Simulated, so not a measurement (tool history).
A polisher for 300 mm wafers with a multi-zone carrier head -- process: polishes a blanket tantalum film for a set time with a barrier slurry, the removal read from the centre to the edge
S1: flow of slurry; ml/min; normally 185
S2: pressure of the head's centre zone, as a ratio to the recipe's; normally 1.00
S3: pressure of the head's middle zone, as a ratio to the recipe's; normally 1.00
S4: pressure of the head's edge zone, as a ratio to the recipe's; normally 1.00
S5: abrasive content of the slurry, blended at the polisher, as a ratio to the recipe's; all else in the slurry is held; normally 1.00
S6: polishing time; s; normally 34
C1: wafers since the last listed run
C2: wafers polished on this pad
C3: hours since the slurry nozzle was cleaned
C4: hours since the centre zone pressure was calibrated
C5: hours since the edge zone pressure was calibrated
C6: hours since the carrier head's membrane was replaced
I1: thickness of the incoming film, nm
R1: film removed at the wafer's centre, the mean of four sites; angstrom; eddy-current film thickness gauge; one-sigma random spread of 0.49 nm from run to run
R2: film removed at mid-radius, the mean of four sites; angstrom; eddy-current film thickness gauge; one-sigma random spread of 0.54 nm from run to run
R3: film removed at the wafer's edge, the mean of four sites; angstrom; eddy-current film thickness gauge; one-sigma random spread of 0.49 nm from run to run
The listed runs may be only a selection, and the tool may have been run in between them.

run   hour   S1    S2    S3    S4    S5  S6   C1   C2     C3     C4     C5      C6     I1   R1   R2   R3
  1    0.0  185  1.00  1.00  1.00  1.10  34    0  499  586.0  551.4  372.6  1294.3  447.7  357  353  358
      31.2  -- worn pad replaced by a new one
  2   37.2  185  1.00  1.00  1.00  1.10  34  327   58  623.2  588.6  409.8  1331.5  454.8  370  383  384
  3   49.3  185  1.09  1.00  1.00  1.00  34  119  177  635.3  600.7  421.9  1343.6  453.2  395  372  364
  4   59.3  185  1.00  1.00  1.00  1.00  34   98  276  645.3  610.7  431.9  1353.6  440.9  356  369  364
  5   67.7  185  1.00  1.00  1.00  1.00  34   82  359  653.7  619.1  440.3  1362.0  448.0  351  363  359
      71.4  -- slurry nozzle cleaned
  6   82.8  185  1.00  1.00  1.00  1.00  34  138  498   11.4  634.2  455.4  1377.1  448.1  355  342  344
  7   92.5  185  0.93  1.00  1.00  1.15  34   95  593   21.1  643.9  465.1  1386.8  454.1  320  359  356
      95.3  -- edge zone pressure recalibrated
  8   99.0  185  0.93  1.00  1.00  1.15  34   44  638   27.6  650.4    3.7  1393.3  453.6  324  355  350
     108.0  -- carrier head's membrane replaced by a new one
  9  108.5  185  0.93  1.00  1.00  1.15  34   44  682   37.1  659.9   13.2     0.5  456.6  317  350  345
     116.6  -- centre zone pressure recalibrated
 10  118.5  185  1.00  0.94  0.91  1.00  34   78  761   47.1    1.9   23.2    10.5  454.8  329  324  317
     123.5  -- worn pad replaced by a new one
 11  132.9  185  1.00  1.00  1.00  1.00  40  102   93   61.5   16.3   37.6    24.9  448.0  429  440  433
 12  149.5  185  1.03  1.00  1.00  1.00  39  163  256   78.1   32.9   54.2    41.5  457.3  417  416  416
 13  157.4  185  1.11  0.95  1.00  0.80  34   77  334   86.0   40.8   62.1    49.4  452.1  371  334  354
 14  172.5  185  1.00  1.00  1.00  1.00  34  148  483  101.1   55.9   77.2    64.5  450.3  344  352  356
 15  184.8  185  1.00  1.00  1.00  1.20  34  121  604  113.4   68.2   89.5    76.8  448.6  350  357  361
 16  198.2  245  1.00  1.00  1.00  1.00  44  132  736  126.8   81.6  102.9    90.2  447.3  444  455  454
 17  209.4  185  0.92  0.89  1.00  1.00  34  110  846  138.0   92.8  114.1   101.4  456.1  297  313  334
     218.4  -- worn pad replaced by a new one
 18  221.4  150  1.00  0.94  1.00  1.00  34   78   29  150.0  104.8  126.1   113.4  443.2  370  357  387
 19  230.5  185  1.00  1.00  1.00  1.00  34   89  119  159.1  113.9  135.2   122.5  442.0  372  376  380

3 options for the next run, each taken on its own from the tool as it stands now. Forecast them:
  A  230.9  185  1.00  1.00  1.00  1.00  34   3  123  159.5  114.3  135.6  122.9  446.6   ?   ?   ?
  B  230.9  185  0.92  1.00  1.00  1.00  34   3  123  159.5  114.3  135.6  122.9  446.6   ?   ?   ?
  C  230.9  160  1.11  0.93  1.00  1.25  34   3  123  159.5  114.3  135.6  122.9  446.6   ?   ?   ?

run   R1   R2   R3
  A  364  381  381
  B  334  381  381
  C  411  367  391
Without the tool's unlogged condition, the same runs would have read:
run   R1   R2   R3
  A  373  391  391
  B  343  391  391
  C  421  377  401

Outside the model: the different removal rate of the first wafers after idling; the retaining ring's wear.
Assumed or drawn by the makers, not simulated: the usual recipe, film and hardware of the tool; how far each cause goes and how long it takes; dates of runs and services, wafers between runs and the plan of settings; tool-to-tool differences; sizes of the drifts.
